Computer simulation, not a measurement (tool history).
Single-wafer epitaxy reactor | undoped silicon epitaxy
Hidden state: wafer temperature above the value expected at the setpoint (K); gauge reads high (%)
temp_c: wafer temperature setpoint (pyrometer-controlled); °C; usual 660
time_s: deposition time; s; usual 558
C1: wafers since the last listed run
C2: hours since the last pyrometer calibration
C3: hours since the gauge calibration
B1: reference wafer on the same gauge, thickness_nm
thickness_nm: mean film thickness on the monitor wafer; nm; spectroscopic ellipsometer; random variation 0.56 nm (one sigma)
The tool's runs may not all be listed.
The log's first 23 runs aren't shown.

run 24 hour=548.7 | temp_c=660 time_s=587 | C1=59 C2=110.2 C3=131.5 | B1=112.859 | thickness_nm=145.128
run 25 hour=567.0 | temp_c=670 time_s=590 | C1=42 C2=128.5 C3=149.8 | B1=112.839 | thickness_nm=186.695
run 26 hour=587.2 | temp_c=667 time_s=590 | C1=46 C2=148.7 C3=170.0 | B1=112.827 | thickness_nm=173.384
-- hour=600.8 pyrometer calibrated, repeated, since the last time left the tool worse
run 27 hour=612.3 | temp_c=665 time_s=558 | C1=39 C2=11.5 C3=195.1 | B1=113.246 | thickness_nm=127.215
run 28 hour=625.5 | temp_c=671 time_s=632 | C1=30 C2=24.7 C3=208.3 | B1=112.894 | thickness_nm=168.633
run 29 hour=642.4 | temp_c=660 time_s=558 | C1=39 C2=41.6 C3=225.2 | B1=113.122 | thickness_nm=114.691
run 30 hour=661.3 | temp_c=647 time_s=451 | C1=43 C2=60.5 C3=244.1 | B1=113.100 | thickness_nm=65.866
run 31 hour=684.1 | temp_c=666 time_s=500 | C1=52 C2=83.3 C3=266.9 | B1=113.163 | thickness_nm=118.632
run 32 hour=717.2 | temp_c=660 time_s=558 | C1=76 C2=116.4 C3=300.0 | B1=113.054 | thickness_nm=113.655
run 33 hour=739.6 | temp_c=660 time_s=499 | C1=51 C2=138.8 C3=322.4 | B1=113.108 | thickness_nm=100.938
run 34 hour=770.9 | temp_c=665 time_s=558 | C1=72 C2=170.1 C3=353.7 | B1=113.231 | thickness_nm=127.909

Forecast each of these 5 alternatives for the next run:
run A hour=771.5 | temp_c=660 time_s=558 | C1=1 C2=170.7 C3=354.3 | B1=? | thickness_nm=?
run B hour=771.5 | temp_c=669 time_s=517 | C1=1 C2=170.7 C3=354.3 | B1=? | thickness_nm=?
run C hour=771.5 | temp_c=667 time_s=558 | C1=1 C2=170.7 C3=354.3 | B1=? | thickness_nm=?
run D hour=771.5 | temp_c=671 time_s=558 | C1=1 C2=170.7 C3=354.3 | B1=? | thickness_nm=?
run E hour=771.5 | temp_c=673 time_s=596 | C1=1 C2=170.7 C3=354.3 | B1=? | thickness_nm=?

run=A B1=113.181 thickness_nm=113.663
run=B B1=113.181 thickness_nm=130.791
run=C B1=113.181 thickness_nm=134.582
run=D B1=113.181 thickness_nm=148.033
run=E B1=113.181 thickness_nm=165.770
Without the tool's hidden state the same runs would have given:
run=A thickness_nm=115.166
run=B thickness_nm=132.484
run=C thickness_nm=136.333
run=D thickness_nm=149.939
run=E thickness_nm=167.894
